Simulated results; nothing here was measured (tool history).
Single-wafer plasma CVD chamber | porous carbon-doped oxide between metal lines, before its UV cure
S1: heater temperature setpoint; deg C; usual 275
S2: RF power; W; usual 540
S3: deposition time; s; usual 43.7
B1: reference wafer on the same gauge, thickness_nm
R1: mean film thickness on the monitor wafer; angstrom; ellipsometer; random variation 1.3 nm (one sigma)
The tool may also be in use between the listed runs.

Run 1, hour 0.0: usual settings; B1 251.006. Result: R1 3008.53 angstrom.
Run 2, hour 39.8: usual settings but S1 271 deg C, S3 37.1 s; B1 250.562. Result: R1 2650.89 angstrom.
Run 3, hour 97.4: usual settings but S1 287 deg C; B1 250.848. Result: R1 2745.37 angstrom.
Run 4, hour 162.8: usual settings; B1 251.162. Result: R1 3012.90 angstrom.
Run 5, hour 212.0: usual settings but S2 625 W; B1 251.143. Result: R1 3389.03 angstrom.
Run 6, hour 251.5: usual settings but S2 625 W; B1 250.721. Result: R1 3398.03 angstrom.
Run 7, hour 280.8: usual settings; B1 250.957. Result: R1 2996.70 angstrom.
Run 8, hour 317.1: usual settings; B1 251.222. Result: R1 2994.51 angstrom.
Run 9, hour 373.9: usual settings; B1 251.332. Result: R1 3005.78 angstrom.
Run 10, hour 438.0: usual settings but S2 570 W; B1 250.999. Result: R1 3128.76 angstrom.
Run 11, hour 508.7: usual settings but S2 570 W; B1 251.017. Result: R1 3145.45 angstrom.
Run 12, hour 558.7: usual settings but S1 260 deg C, S2 445 W, S3 50.6 s; B1 251.130. Result: R1 3237.11 angstrom.
Run 13, hour 606.3: usual settings but S1 288 deg C, S2 620 W, S3 35.3 s; B1 251.550. Result: R1 2492.42 angstrom.
Run 14, hour 675.5: usual settings but S1 288 deg C, S2 570 W; B1 251.151. Result: R1 2863.35 angstrom.
Run 15, hour 702.8: usual settings; B1 251.057. Result: R1 3001.92 angstrom.
Run 16, hour 766.0: usual settings but S1 279 deg C, S2 500 W; B1 251.087. Result: R1 2705.47 angstrom.
Run 17, hour 792.4: usual settings but S1 279 deg C, S2 495 W, S3 46.9 s; B1 251.364. Result: R1 2908.39 angstrom.
Run 18, hour 824.6: usual settings but S1 289 deg C, S2 640 W, S3 50.5 s; B1 251.147. Result: R1 3622.84 angstrom.
Run 19, hour 851.6: usual settings but S2 585 W; B1 251.123. Result: R1 3198.52 angstrom.
Run 20, hour 905.6: usual settings but S1 289 deg C, S2 570 W, S3 47.6 s; B1 250.674. Result: R1 3103.43 angstrom.
Run 21, hour 1009.8: usual settings but S2 645 W; B1 251.181. Result: R1 3513.77 angstrom.
Run 22, hour 1043.0: usual settings; B1 250.933. Result: R1 3025.11 angstrom.
Run 23, hour 1096.2: usual settings but S1 270 deg C, S2 460 W, S3 39.3 s; B1 250.975. Result: R1 2434.29 angstrom.
Run 24, hour 1139.4: usual settings but S1 287 deg C, S2 485 W; B1 251.257. Result: R1 2511.90 angstrom.
Run 25, hour 1197.4: usual settings but S3 37.3 s; B1 250.475. Result: R1 2570.45 angstrom.
Run 26, hour 1255.0: usual settings but S1 286 deg C; B1 250.981. Result: R1 2780.63 angstrom.
Run 27, hour 1359.5: usual settings but S2 495 W; B1 250.926. Result: R1 2793.39 angstrom.
Run 28, hour 1412.2: usual settings but S1 267 deg C, S2 470 W, S3 41.3 s; B1 250.722. Result: R1 2674.62 angstrom.
Run 29, hour 1452.4: usual settings but S2 640 W; B1 250.876. Result: R1 3469.33 angstrom.
Run 30, hour 1487.5: usual settings; B1 250.781. Result: R1 2986.44 angstrom.
Run 31, hour 1517.9: usual settings; B1 250.751. Result: R1 2985.84 angstrom.
Run 32, hour 1581.7: usual settings but S2 455 W, S3 49.3 s; B1 250.546. Result: R1 2871.05 angstrom.
Run 33, hour 1614.6: usual settings but S2 625 W, S3 48.0 s; B1 251.035. Result: R1 3719.84 angstrom.

Not shown: 6 entries that the log had between the listed runs. Between which runs, and how does the tool's hidden state differ before and after?
Between runs 2 and 3: RF generator calibrated (hour 71.0)
  no hidden state differs between the two runs
Between runs 3 and 4: thermocouple changed; heater temperature recalibrated (hour 147.2)
  no hidden state differs between the two runs
Between runs 6 and 7: gauge calibrated (hour 256.2)
  no hidden state differs between the two runs
Between runs 20 and 21: thermocouple changed; heater temperature recalibrated (hour 1009.3)
  no hidden state differs between the two runs
Between runs 21 and 22: RF generator calibrated (hour 1041.7); showerhead replaced (hour 1042.5)
  no hidden state differs between the two runs
